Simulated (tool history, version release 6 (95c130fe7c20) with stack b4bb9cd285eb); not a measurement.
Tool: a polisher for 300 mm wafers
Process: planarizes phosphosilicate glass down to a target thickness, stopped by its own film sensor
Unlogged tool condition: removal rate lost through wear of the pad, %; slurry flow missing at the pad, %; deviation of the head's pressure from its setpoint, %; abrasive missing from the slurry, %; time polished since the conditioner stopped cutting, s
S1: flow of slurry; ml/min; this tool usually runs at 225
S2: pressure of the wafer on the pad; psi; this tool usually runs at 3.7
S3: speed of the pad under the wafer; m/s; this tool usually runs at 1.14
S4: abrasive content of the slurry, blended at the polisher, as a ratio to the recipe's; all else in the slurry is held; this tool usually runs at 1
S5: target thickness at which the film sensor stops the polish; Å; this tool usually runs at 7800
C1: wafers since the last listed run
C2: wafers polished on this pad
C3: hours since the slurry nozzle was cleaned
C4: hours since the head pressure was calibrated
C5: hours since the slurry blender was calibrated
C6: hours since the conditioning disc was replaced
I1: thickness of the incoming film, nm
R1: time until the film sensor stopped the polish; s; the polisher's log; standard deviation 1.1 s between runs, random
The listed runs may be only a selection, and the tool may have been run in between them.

Run 1, hour 0: usual settings; C1 0; C2 3069; C3 228.3; C4 942; C5 138.8; C6 267.9; I1 1582.7. Result: R1 80.9 s.
At hour 28: worn pad replaced by a new one.
Run 2, hour 28.5: usual settings but S2 2.9 psi; C1 167; C2 3; C3 256.8; C4 970.5; C5 167.3; C6 296.4; I1 1555.3. Result: R1 96.2 s.
Run 3, hour 94.7: usual settings but S3 1.38 m/s; C1 451; C2 454; C3 323; C4 1036.7; C5 233.5; C6 362.6; I1 1598.2. Result: R1 72.2 s.
At hour 109.5: head pressure recalibrated.
Run 4, hour 140.1: usual settings but S3 1.38 m/s; C1 296; C2 751; C3 368.4; C4 30.6; C5 278.9; C6 408; I1 1569.4. Result: R1 70 s.
Run 5, hour 211.5: usual settings; C1 487; C2 1238; C3 439.8; C4 102; C5 350.3; C6 479.4; I1 1577.4. Result: R1 85.6 s.
Run 6, hour 278: usual settings; C1 453; C2 1691; C3 506.3; C4 168.5; C5 416.8; C6 545.9; I1 1587.7. Result: R1 88.5 s.
At hour 286.8: conditioning disc replaced and pad reconditioned.
At hour 302.4: slurry blender recalibrated.
Run 7, hour 328.3: usual settings; C1 315; C2 2007; C3 556.6; C4 218.8; C5 25.9; C6 41.5; I1 1596.6. Result: R1 81.3 s.
Run 8, hour 366.1: usual settings but S4 1.1; C1 257; C2 2265; C3 594.4; C4 256.6; C5 63.7; C6 79.3; I1 1541.8. Result: R1 72 s.
Run 9, hour 436.5: usual settings but S2 2.6 psi, S3 1.34 m/s, S5 10300 Å; C1 480; C2 2745; C3 664.8; C4 327; C5 134.1; C6 149.7; I1 1566.7. Result: R1 64.4 s.
At hour 463.3: worn pad replaced by a new one.
Run 10, hour 463.7: usual settings; C1 158; C2 2; C3 692; C4 354.2; C5 161.3; C6 176.9; I1 1596.7. Result: R1 83.5 s.
Run 11, hour 491.7: usual settings but S2 3.3 psi; C1 191; C2 193; C3 720; C4 382.2; C5 189.3; C6 204.9; I1 1544.8. Result: R1 87.3 s.
At hour 518.6: slurry nozzle cleaned.
Run 12, hour 562.8: usual settings but S1 205 ml/min, S4 0.85; C1 478; C2 671; C3 44.2; C4 453.3; C5 260.4; C6 276; I1 1570.3. Result: R1 89.3 s.
Run 13, hour 633.2: usual settings but S2 3.3 psi, S5 8960 Å; C1 480; C2 1152; C3 114.6; C4 523.7; C5 330.8; C6 346.4; I1 1578.2. Result: R1 78.4 s.
Run 14, hour 690: usual settings but S1 180 ml/min, S2 4.3 psi, S5 6300 Å; C1 387; C2 1539; C3 171.4; C4 580.5; C5 387.6; C6 403.2; I1 1546.8. Result: R1 86.8 s.
Run 15, hour 744.3: usual settings but S2 3.2 psi, S3 1.3 m/s, S4 0.75, S5 5360 Å; C1 370; C2 1910; C3 225.7; C4 634.8; C5 441.9; C6 457.5; I1 1591.6. Result: R1 134.6 s.
At hour 748.9: conditioning disc replaced and pad reconditioned.
At hour 776.5: slurry blender recalibrated.
Run 16, hour 804.8: usual settings but S3 0.86 m/s; C1 385; C2 2295; C3 286.2; C4 695.3; C5 28.3; C6 55.9; I1 1580.1. Result: R1 100 s.
Run 17, hour 838: usual settings but S5 10100 Å; C1 226; C2 2522; C3 319.4; C4 728.5; C5 61.5; C6 89.1; I1 1561.6. Result: R1 55.9 s.
Run 18, hour 867.2: usual settings but S1 250 ml/min, S2 2.5 psi, S3 1.3 m/s, S5 6490 Å; C1 199; C2 2721; C3 348.6; C4 757.7; C5 90.7; C6 118.3; I1 1573. Result: R1 114 s.
Run 19, hour 900.6: usual settings but S2 4.4 psi, S3 1.28 m/s; C1 227; C2 2949; C3 382; C4 791.1; C5 124.1; C6 151.7; I1 1568.4. Result: R1 62.4 s.
Run 20, hour 971.5: usual settings but S1 195 ml/min, S4 1.3; C1 483; C2 3432; C3 452.9; C4 862; C5 195; C6 222.6; I1 1579.9. Result: R1 72.4 s.
At hour 980.6: worn pad replaced by a new one.
Run 21, hour 1032.5: usual settings but S2 3.2 psi, S3 1.3 m/s, S4 0.75, S5 5360 Å; C1 388; C2 353; C3 513.9; C4 923; C5 256; C6 283.6; I1 1545. Result: R1 122.3 s.
Run 22, hour 1093.7: usual settings but S4 0.8, S5 6200 Å; C1 417; C2 771; C3 575.1; C4 984.2; C5 317.2; C6 344.8; I1 1563.2. Result: R1 111.6 s.
At hour 1138.9: head pressure recalibrated.
Run 23, hour 1154: usual settings; C1 397; C2 1169; C3 635.4; C4 15.1; C5 377.5; C6 405.1; I1 1556.9. Result: R1 81.4 s.
At hour 1176.3: slurry nozzle cleaned.
Run 24, hour 1275.8: usual settings but S1 280 ml/min, S2 4.7 psi, S5 6380 Å; C1 824; C2 1993; C3 99.5; C4 136.9; C5 499.3; C6 526.9; I1 1569.3. Result: R1 79.6 s.
At hour 1295.1: conditioning disc replaced and pad reconditioned.
Run 25, hour 1309: usual settings; C1 212; C2 2206; C3 132.7; C4 170.1; C5 532.5; C6 13.9; I1 1559. Result: R1 87.1 s.

4 ways to go on from here, each from the tool as it stands after run 25. What would each give?
Run A, hour 1309.5: usual settings but S1 290 ml/min; C1 3; C2 2209; C3 133.2; C4 170.6; C5 533; C6 14.4; I1 1556.2. Result: R1 ?.
Run B, hour 1309.5: usual settings but S2 4 psi, S3 0.9 m/s, S4 0.9, S5 5460 Å; C1 3; C2 2209; C3 133.2; C4 170.6; C5 533; C6 14.4; I1 1556.2. Result: R1 ?.
Run C, hour 1309.5: usual settings but S1 170 ml/min, S3 1.42 m/s, S4 0.85, S5 5940 Å; C1 3; C2 2209; C3 133.2; C4 170.6; C5 533; C6 14.4; I1 1556.2. Result: R1 ?.
Run D, hour 1309.5: usual settings but S1 150 ml/min, S2 5 psi; C1 3; C2 2209; C3 133.2; C4 170.6; C5 533; C6 14.4; I1 1556.2. Result: R1 ?.

run     R1
  A   83.9
  B  134.1
  C  102.2
  D     70
Without the tool's unlogged condition, the same runs would have read:
run     R1
  A   75.5
  B  119.8
  C   91.1
  D     63
